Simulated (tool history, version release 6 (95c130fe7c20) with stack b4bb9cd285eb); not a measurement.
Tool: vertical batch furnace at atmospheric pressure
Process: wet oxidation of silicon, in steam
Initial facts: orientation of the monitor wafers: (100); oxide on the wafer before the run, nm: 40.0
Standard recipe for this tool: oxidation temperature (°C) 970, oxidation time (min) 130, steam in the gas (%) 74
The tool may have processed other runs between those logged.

run	hour	oxidation temperature (°C)	oxidation time (min)	steam in the gas (%)	wafers since the last listed run	hours since the last temperature calibration	hours since the steam generator was serviced	hours since the gauge calibration	read-back reference wafer on the same gauge, thickness	oxide thickness on the monitor wafer (angstrom)
1	0	970	130	74	0	3980.5	3061.4	194.8	485.63	4897.1
2	37.3	970	130	74	522	4017.8	3098.7	232.1	485.99	4899.2
3	48.3	970	130	74	154	4028.8	3109.7	243.1	485.98	4928
4	59.9	970	130	74	162	4040.4	3121.3	254.7	485.69	4920.7
5	76.8	970	130	74	236	4057.3	3138.2	271.6	485.91	4897.5
6	95.2	970	130	74	257	4075.7	3156.6	290	486.15	4889.2
# hour 99: gauge calibrated
7	106.9	970	130	74	163	4087.4	3168.3	7.9	485.99	4890.3
8	125.3	970	130	74	257	4105.8	3186.7	26.3	486.18	4879.2
9	137	970	130	74	163	4117.5	3198.4	38	485.79	4869.6
10	154.9	970	130	74	250	4135.4	3216.3	55.9	486.04	4880.1
# hour 202: steam generator serviced
11	202.5	970	116.5	74	330	4183	0.5	103.5	486.17	4844.5
12	208.8	970	116.5	74	88	4189.3	6.8	109.8	486.16	4853.5
13	216.1	950	190.5	74	102	4196.6	14.1	117.1	486.09	5818.3
14	231.2	947	130	68	211	4211.7	29.2	132.2	486	4140.4
# hour 262.4: thermocouples replaced and temperature profile calibrated
15	262.9	970	130	69	107	0.5	60.9	163.9	485.84	4979.3
16	269.2	970	130	82	88	6.8	67.2	170.2	486.05	5590.7
17	275.5	970	187.5	74	88	13.1	73.5	176.5	485.74	6641.3
18	282.9	963	70	74	103	20.5	80.9	183.9	486.03	3248.6
19	298.6	988	130	68	220	36.2	96.6	199.6	486.23	5608.5
20	315.8	970	130	74	241	53.4	113.8	216.8	486.03	5225.8
21	357.4	959	159	66	583	95	155.4	258.4	485.91	5106
# hour 391.5: gauge calibrated
22	403.2	970	130	74	641	140.8	201.2	11.7	485.78	5208.4

What does the tool deliver on the next run?
23	416.2	970	130	74	182	153.8	214.2	24.7	?	?

{"run 23": {"read-back reference wafer on the same gauge, thickness": 486.39, "oxide thickness on the monitor wafer (angstrom)": 5212.8}}
Were there no unlogged condition in the tool, this run, its random variation unchanged, would have produced oxide thickness on the monitor wafer (angstrom) 5243.1.
